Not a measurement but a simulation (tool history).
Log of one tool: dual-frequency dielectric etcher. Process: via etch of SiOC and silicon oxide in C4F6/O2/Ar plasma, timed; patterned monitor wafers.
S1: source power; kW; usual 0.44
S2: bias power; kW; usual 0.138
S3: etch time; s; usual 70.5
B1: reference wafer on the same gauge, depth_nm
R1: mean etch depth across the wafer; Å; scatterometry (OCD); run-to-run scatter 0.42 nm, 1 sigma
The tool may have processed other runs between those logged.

run    hour    S1     S2    S3    B1    R1
  1       0  0.44  0.138  70.5  73.2   813
  2      61  0.44  0.138  70.5  73.2   814
      101.7  -- bias power generator calibrated
  3   104.5  0.44  0.138  70.5  73.3   808
      106.4  -- gauge calibrated
  4   143.6  0.44  0.138  70.5  73.2   806
  5   183.6  0.39  0.117  70.5  73.2   731
  6   224.1  0.39  0.117  70.5  73.1   738
  7     275  0.44  0.138  70.5  73.2   805
        306  -- wet clean of the chamber
      315.7  -- source power generator calibrated
  8   329.4  0.44  0.138  70.5  73.1   814
  9   433.2  0.48  0.153  56.5    73   689
 10   522.9  0.44  0.138  70.5  73.3   809
      578.4  -- upper electrode replaced, of another model than before
 11   578.9  0.44  0.138  70.5  73.1   803
 12   636.5  0.44  0.138  70.5  73.2   808
 13   730.8  0.44  0.138  70.5  73.1   791
 14   824.7  0.44  0.122  49.5  73.2   528
        878  -- wet clean of the chamber
 15   878.5  0.44  0.138  70.5  73.2   817
 16   898.2  0.54  0.151    78  73.2   991
 17     947  0.41  0.161    65  73.2   789
 18  1007.6  0.35  0.138    58  73.3   629
 19  1061.9   0.5  0.119    62  73.3   694
 20  1110.4  0.41  0.124    89  73.2   944
 21  1193.1  0.38  0.158    86  73.2  1003
 22  1255.3  0.54  0.118    87  73.2   975
 23  1363.2  0.44  0.138  70.5  73.2   804
 24  1445.2  0.44  0.138  52.5  73.1   597
     1524.4  -- wet clean of the chamber
 25  1524.9  0.44  0.138  59.5  73.2   693
 26  1566.7  0.44  0.138  70.5  73.2   809
 27  1602.9  0.44  0.138  87.5  73.2  1019
 28  1695.3  0.44  0.127    50  73.2   559
 29  1790.6  0.44  0.138  70.5  73.2   813
 30  1837.5  0.47  0.138  70.5  73.2   820

Measured less the same run without the tool's hidden state. The same run-to-run variation is in both; the gauge's scatter may not be:
What the log doesn't record here: etch rate over this chamber's usual, %; source power that arrives over what is set, %; bias power that arrives over what is set, %; gauge reads high (%).
run   R1
  1   -3
  2   -6
  3   -8
  4   -9
  5  -10
  6  -12
  7  -14
  8   +0
  9   -3
 10   -7
 11   -9
 12  -12
 13  -15
 14  -12
 15   -1
 16   -2
 17   -3
 18   -4
 19   -6
 20  -12
 21  -16
 22  -19
 23  -19
 24  -17
 25   +2
 26   +0
 27   -1
 28   -3
 29   -8
 30  -10

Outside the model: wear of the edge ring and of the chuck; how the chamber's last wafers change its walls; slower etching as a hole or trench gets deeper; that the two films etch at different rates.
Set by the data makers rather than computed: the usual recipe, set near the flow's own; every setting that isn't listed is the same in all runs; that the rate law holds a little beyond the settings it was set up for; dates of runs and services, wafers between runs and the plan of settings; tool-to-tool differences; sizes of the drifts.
